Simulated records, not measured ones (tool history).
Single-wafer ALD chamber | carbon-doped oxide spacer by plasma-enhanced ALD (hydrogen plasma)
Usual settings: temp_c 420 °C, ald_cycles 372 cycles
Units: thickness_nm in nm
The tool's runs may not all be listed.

run	day	temp_c	ald_cycles	wafers since the last listed run	hours since the last thermocouple change	hours since the gauge calibration	read-back reference wafer on the same gauge, thickness_nm	thickness_nm
1	0.000	420	372	0	182.2	914.2	15.397	17.959
2	1.575	420	372	24	220.0	952.0	15.407	18.020
3	3.812	420	372	34	273.7	1005.7	15.389	18.064
4	5.800	420	372	30	321.4	1053.4	15.398	18.014
5	7.333	420	372	23	358.2	1090.2	15.401	17.959
6	8.750	420	372	21	392.2	1124.2	15.397	17.894
7	16.092	420	372	112	568.4	1300.4	15.400	17.912
8	17.758	420	372	25	608.4	1340.4	15.398	17.990
9	20.133	431	339	36	665.4	1397.4	15.406	15.761
10	21.496	420	372	20	698.1	1430.1	15.409	17.947
11	23.854	420	372	36	754.7	1486.7	15.402	17.898
12	25.162	420	372	20	786.1	1518.1	15.386	17.895
13	26.271	420	372	16	812.7	1544.7	15.404	17.891
14	28.208	420	372	29	859.2	1591.2	15.386	17.709
# day 28.250: gauge calibrated
15	31.125	420	372	44	929.2	69.0	15.389	17.751
16	32.438	420	372	20	960.7	100.5	15.396	17.905
17	34.125	420	409	25	1001.2	141.0	15.402	19.682
18	35.696	405	432	24	1038.9	178.7	15.403	21.687
# day 37.271: thermocouple changed; heater temperature recalibrated
19	37.292	428	323	19	0.5	217.0	15.402	14.970
20	39.358	431	401	31	50.1	266.6	15.402	18.325
21	40.871	420	372	23	86.4	302.9	15.408	17.594
22	42.767	409	411	29	131.9	348.4	15.396	20.186
23	44.988	427	423	34	185.2	401.7	15.398	19.539
24	48.321	420	319	51	265.2	481.7	15.395	15.067
25	51.350	420	402	46	337.9	554.4	15.398	18.979
# day 52.667: thermocouple changed; heater temperature recalibrated, repeated, since the last time left the tool worse
26	52.688	434	431	15	0.5	586.5	15.399	19.896
27	54.383	428	422	25	41.2	627.2	15.394	19.831
28	56.433	432	435	31	90.4	676.4	15.395	20.274
29	59.012	420	340	39	152.3	738.3	15.394	16.414
30	60.654	420	372	25	191.7	777.7	15.408	18.039
31	62.762	420	372	32	242.3	828.3	15.397	17.965
32	65.288	413	372	38	302.9	888.9	15.393	18.509
33	66.538	420	372	19	332.9	918.9	15.415	17.939

Forecast each of these 5 alternatives for the next run:
A	66.579	411	372	0	333.9	919.9	?	?
B	66.579	426	411	0	333.9	919.9	?	?
C	66.579	434	335	0	333.9	919.9	?	?
D	66.579	425	399	0	333.9	919.9	?	?
E	66.579	412	342	0	333.9	919.9	?	?

run	read-back reference wafer on the same gauge, thickness_nm	thickness_nm
A	15.411	18.391
B	15.411	19.425
C	15.411	15.444
D	15.411	18.916
E	15.411	16.858
Without the tool's hidden state the same runs would have given:
run	thickness_nm
A	18.433
B	19.471
C	15.482
D	18.960
E	16.897

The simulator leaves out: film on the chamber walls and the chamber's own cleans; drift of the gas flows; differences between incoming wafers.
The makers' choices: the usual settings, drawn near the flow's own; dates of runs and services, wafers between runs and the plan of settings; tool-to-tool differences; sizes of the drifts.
